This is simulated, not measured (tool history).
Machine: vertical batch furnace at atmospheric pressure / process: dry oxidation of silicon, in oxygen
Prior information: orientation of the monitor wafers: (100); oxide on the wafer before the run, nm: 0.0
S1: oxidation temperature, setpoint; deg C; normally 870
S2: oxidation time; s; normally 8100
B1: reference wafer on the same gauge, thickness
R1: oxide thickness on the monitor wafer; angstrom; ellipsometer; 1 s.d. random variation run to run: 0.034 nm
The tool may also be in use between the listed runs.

| run | hour | S1 | S2 | B1 | R1 |
|---|---|---|---|---|---|
| 1 | 0 | 850 | 8100 | 25.3 | 193.6 |
| 2 | 10.8 | 850 | 8100 | 25.3 | 193.5 |
| 3 | 24.1 | 850 | 8100 | 25.29 | 193.1 |
| 4 | 38.2 | 870 | 8100 | 25.3 | 240.3 |
| 5 | 64 | 870 | 8100 | 25.3 | 239.7 |
| 6 | 74.3 | 870 | 8100 | 25.29 | 239.9 |
| 7 | 88 | 870 | 8100 | 25.29 | 239.9 |
|  | 125.9 | boat lift adjusted |
| 8 | 126.4 | 870 | 8100 | 25.31 | 239.6 |
|  | 130.1 | gauge calibrated |
| 9 | 133 | 870 | 8100 | 25.31 | 240.3 |
| 10 | 140.3 | 890 | 8100 | 25.3 | 295.7 |
| 11 | 157.6 | 870 | 6360 | 25.3 | 204.8 |
| 12 | 172.4 | 889 | 11130 | 25.3 | 364.3 |
| 13 | 182.3 | 870 | 8100 | 25.3 | 239.3 |
|  | 215.2 | thermocouples replaced and temperature profile calibrated |
| 14 | 215.7 | 870 | 11310 | 25.3 | 281 |
| 15 | 222.2 | 870 | 8100 | 25.3 | 224.8 |
| 16 | 301 | 870 | 12120 | 25.31 | 295.2 |
| 17 | 321.3 | 862 | 9780 | 25.3 | 234.4 |

4 options for the next run, each taken on its own from the tool as it stands now. Forecast them:
| A | 327.9 | 870 | 9360 | ? | ? |
| B | 327.9 | 851 | 4410 | ? | ? |
| C | 327.9 | 870 | 10050 | ? | ? |
| D | 327.9 | 850 | 9150 | ? | ? |

| run | B1 | R1 |
|---|---|---|
| A | 25.3 | 248.7 |
| B | 25.3 | 121.5 |
| C | 25.3 | 260.7 |
| D | 25.3 | 196.9 |
What these runs would have given with no unlogged condition in the tool:
| run | R1 |
|---|---|
| A | 247.4 |
| B | 120.8 |
| C | 259.3 |
| D | 195.9 |
